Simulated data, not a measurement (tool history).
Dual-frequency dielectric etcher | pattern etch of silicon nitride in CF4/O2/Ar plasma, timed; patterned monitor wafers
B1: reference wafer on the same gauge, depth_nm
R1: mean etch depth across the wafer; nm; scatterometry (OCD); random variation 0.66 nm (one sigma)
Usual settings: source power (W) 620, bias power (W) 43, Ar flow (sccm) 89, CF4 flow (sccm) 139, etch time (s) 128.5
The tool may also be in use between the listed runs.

run 1 hour=0 | source_power_(W)=620 bias_power_(W)=43 Ar_flow_(sccm)=89 CF4_flow_(sccm)=139 etch_time_(s)=128.5 | B1=296.2 | R1=288
run 2 hour=42 | source_power_(W)=620 bias_power_(W)=43 Ar_flow_(sccm)=68 CF4_flow_(sccm)=139 etch_time_(s)=128.5 | B1=296.4 | R1=296.7
run 3 hour=83.2 | source_power_(W)=620 bias_power_(W)=43 Ar_flow_(sccm)=89 CF4_flow_(sccm)=139 etch_time_(s)=128.5 | B1=296.4 | R1=288.2
run 4 hour=135.9 | source_power_(W)=620 bias_power_(W)=43 Ar_flow_(sccm)=69 CF4_flow_(sccm)=107 etch_time_(s)=139 | B1=296.3 | R1=311.3
-- hour=178.1 wet clean of the chamber
run 5 hour=193.3 | source_power_(W)=620 bias_power_(W)=43 Ar_flow_(sccm)=89 CF4_flow_(sccm)=139 etch_time_(s)=128.5 | B1=296.4 | R1=289.1
-- hour=204.4 gauge calibrated
run 6 hour=251.5 | source_power_(W)=620 bias_power_(W)=43 Ar_flow_(sccm)=89 CF4_flow_(sccm)=149 etch_time_(s)=110.5 | B1=300.1 | R1=253.4
run 7 hour=336.4 | source_power_(W)=500 bias_power_(W)=43 Ar_flow_(sccm)=89 CF4_flow_(sccm)=139 etch_time_(s)=128.5 | B1=300 | R1=232.1
run 8 hour=439.1 | source_power_(W)=620 bias_power_(W)=43 Ar_flow_(sccm)=89 CF4_flow_(sccm)=139 etch_time_(s)=128.5 | B1=299.7 | R1=291.8
-- hour=477.9 CF4 flow controller replaced
run 9 hour=530.2 | source_power_(W)=620 bias_power_(W)=43 Ar_flow_(sccm)=89 CF4_flow_(sccm)=139 etch_time_(s)=128.5 | B1=299.5 | R1=292.9
run 10 hour=608.3 | source_power_(W)=720 bias_power_(W)=54 Ar_flow_(sccm)=89 CF4_flow_(sccm)=120 etch_time_(s)=128.5 | B1=299.1 | R1=366.2
run 11 hour=716 | source_power_(W)=500 bias_power_(W)=50 Ar_flow_(sccm)=69 CF4_flow_(sccm)=112 etch_time_(s)=128.5 | B1=298.8 | R1=245
-- hour=736.9 Ar flow controller replaced
run 12 hour=811.5 | source_power_(W)=620 bias_power_(W)=43 Ar_flow_(sccm)=95 CF4_flow_(sccm)=139 etch_time_(s)=141 | B1=298.7 | R1=318
run 13 hour=850.6 | source_power_(W)=620 bias_power_(W)=43 Ar_flow_(sccm)=99 CF4_flow_(sccm)=139 etch_time_(s)=128.5 | B1=298.7 | R1=287.3
-- hour=925.6 wet clean of the chamber
run 14 hour=940.7 | source_power_(W)=700 bias_power_(W)=47 Ar_flow_(sccm)=89 CF4_flow_(sccm)=171 etch_time_(s)=115 | B1=298.4 | R1=313.3
-- hour=945.1 source power generator calibrated
run 15 hour=1030.4 | source_power_(W)=780 bias_power_(W)=52 Ar_flow_(sccm)=89 CF4_flow_(sccm)=139 etch_time_(s)=128.5 | B1=297.9 | R1=398
run 16 hour=1117 | source_power_(W)=620 bias_power_(W)=50 Ar_flow_(sccm)=80 CF4_flow_(sccm)=139 etch_time_(s)=128.5 | B1=298 | R1=312
run 17 hour=1161.3 | source_power_(W)=620 bias_power_(W)=39 Ar_flow_(sccm)=89 CF4_flow_(sccm)=115 etch_time_(s)=114.5 | B1=297.9 | R1=244.2
run 18 hour=1214.5 | source_power_(W)=620 bias_power_(W)=43 Ar_flow_(sccm)=89 CF4_flow_(sccm)=139 etch_time_(s)=128.5 | B1=297.8 | R1=290.4
run 19 hour=1476.1 | source_power_(W)=680 bias_power_(W)=43 Ar_flow_(sccm)=110 CF4_flow_(sccm)=166 etch_time_(s)=93.5 | B1=297.7 | R1=232.4
run 20 hour=1579.2 | source_power_(W)=620 bias_power_(W)=43 Ar_flow_(sccm)=95 CF4_flow_(sccm)=139 etch_time_(s)=141 | B1=297.5 | R1=315.8
-- hour=1625.9 wet clean of the chamber
run 21 hour=1673.4 | source_power_(W)=620 bias_power_(W)=43 Ar_flow_(sccm)=89 CF4_flow_(sccm)=139 etch_time_(s)=116 | B1=297.1 | R1=262
run 22 hour=1731.9 | source_power_(W)=620 bias_power_(W)=34 Ar_flow_(sccm)=89 CF4_flow_(sccm)=139 etch_time_(s)=128.5 | B1=297.3 | R1=264.9

Forecast each of these 3 alternatives for the next run:
run A hour=1732.4 | source_power_(W)=620 bias_power_(W)=43 Ar_flow_(sccm)=89 CF4_flow_(sccm)=152 etch_time_(s)=128.5 | B1=? | R1=?
run B hour=1732.4 | source_power_(W)=620 bias_power_(W)=46 Ar_flow_(sccm)=105 CF4_flow_(sccm)=139 etch_time_(s)=140 | B1=? | R1=?
run C hour=1732.4 | source_power_(W)=620 bias_power_(W)=47 Ar_flow_(sccm)=89 CF4_flow_(sccm)=139 etch_time_(s)=128.5 | B1=? | R1=?

run=A B1=297 R1=292.9
run=B B1=297 R1=318.4
run=C B1=297 R1=300
Without the tool's hidden state the same runs would have given:
run=A R1=295.8
run=B R1=321.5
run=C R1=302.9
